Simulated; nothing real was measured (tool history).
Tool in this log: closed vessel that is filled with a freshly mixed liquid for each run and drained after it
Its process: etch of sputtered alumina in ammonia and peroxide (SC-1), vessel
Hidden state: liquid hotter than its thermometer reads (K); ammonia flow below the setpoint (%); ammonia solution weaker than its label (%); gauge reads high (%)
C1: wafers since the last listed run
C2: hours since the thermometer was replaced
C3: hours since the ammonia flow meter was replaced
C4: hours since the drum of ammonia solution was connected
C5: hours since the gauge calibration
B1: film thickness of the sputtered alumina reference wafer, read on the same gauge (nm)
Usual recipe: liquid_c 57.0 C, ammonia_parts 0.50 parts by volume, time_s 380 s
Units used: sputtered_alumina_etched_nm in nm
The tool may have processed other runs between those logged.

{"run": 1, "day": 0.0, "liquid_c": 57.0, "ammonia_parts": 0.5, "time_s": 380, "C1": 0, "C2": 2318.5, "C3": 1275.5, "C4": 300.7, "C5": 33.2, "B1": 140.0, "sputtered_alumina_etched_nm": 33.59}
{"run": 2, "day": 0.879, "liquid_c": 57.0, "ammonia_parts": 0.5, "time_s": 380, "C1": 2151, "C2": 2339.6, "C3": 1296.6, "C4": 321.8, "C5": 54.3, "B1": 140.03, "sputtered_alumina_etched_nm": 33.39}
{"run": 3, "day": 1.429, "liquid_c": 57.0, "ammonia_parts": 0.5, "time_s": 380, "C1": 1345, "C2": 2352.8, "C3": 1309.8, "C4": 335.0, "C5": 67.5, "B1": 140.04, "sputtered_alumina_etched_nm": 33.4}
{"run": 4, "day": 2.042, "liquid_c": 57.0, "ammonia_parts": 0.5, "time_s": 380, "C1": 1498, "C2": 2367.5, "C3": 1324.5, "C4": 349.7, "C5": 82.2, "B1": 139.98, "sputtered_alumina_etched_nm": 33.5}
{"run": 5, "day": 3.225, "liquid_c": 57.0, "ammonia_parts": 0.5, "time_s": 380, "C1": 2895, "C2": 2395.9, "C3": 1352.9, "C4": 378.1, "C5": 110.6, "B1": 139.97, "sputtered_alumina_etched_nm": 33.27}
{"run": 6, "day": 3.9, "liquid_c": 57.0, "ammonia_parts": 0.5, "time_s": 380, "C1": 1651, "C2": 2412.1, "C3": 1369.1, "C4": 394.3, "C5": 126.8, "B1": 140.02, "sputtered_alumina_etched_nm": 33.54}
{"run": 7, "day": 4.742, "liquid_c": 57.0, "ammonia_parts": 0.5, "time_s": 380, "C1": 2059, "C2": 2432.3, "C3": 1389.3, "C4": 414.5, "C5": 147.0, "B1": 139.99, "sputtered_alumina_etched_nm": 33.62}
{"run": 8, "day": 5.321, "liquid_c": 57.0, "ammonia_parts": 0.5, "time_s": 380, "C1": 1417, "C2": 2446.2, "C3": 1403.2, "C4": 428.4, "C5": 160.9, "B1": 140.01, "sputtered_alumina_etched_nm": 33.47}
{"day": 5.746, "done": "gauge calibrated"}
{"run": 9, "day": 6.246, "liquid_c": 51.5, "ammonia_parts": 0.75, "time_s": 300, "C1": 2263, "C2": 2468.4, "C3": 1425.4, "C4": 450.6, "C5": 12.0, "B1": 139.95, "sputtered_alumina_etched_nm": 20.64}
{"run": 10, "day": 7.467, "liquid_c": 57.0, "ammonia_parts": 0.4, "time_s": 380, "C1": 2987, "C2": 2497.7, "C3": 1454.7, "C4": 479.9, "C5": 41.3, "B1": 140.02, "sputtered_alumina_etched_nm": 33.11}
{"day": 8.892, "done": "thermometer replaced"}
{"run": 11, "day": 8.962, "liquid_c": 57.0, "ammonia_parts": 0.35, "time_s": 380, "C1": 3558, "C2": 1.7, "C3": 1490.6, "C4": 515.8, "C5": 77.2, "B1": 140.03, "sputtered_alumina_etched_nm": 28.44}

Run 12 has not been measured yet. What should we expect?
{"day": 9.688, "done": "ammonia flow meter replaced"}
{"run": 12, "day": 9.829, "liquid_c": 66.5, "ammonia_parts": 0.4, "time_s": 265, "C1": 2018, "C2": 22.5, "C3": 3.4, "C4": 536.6, "C5": 98.0, "B1": "?", "sputtered_alumina_etched_nm": "?"}

{"run 12": {"B1": 139.94, "sputtered_alumina_etched_nm": 32.5}}
Had the tool carried no hidden state, the very same run would have given sputtered_alumina_etched_nm 31.87 nm.

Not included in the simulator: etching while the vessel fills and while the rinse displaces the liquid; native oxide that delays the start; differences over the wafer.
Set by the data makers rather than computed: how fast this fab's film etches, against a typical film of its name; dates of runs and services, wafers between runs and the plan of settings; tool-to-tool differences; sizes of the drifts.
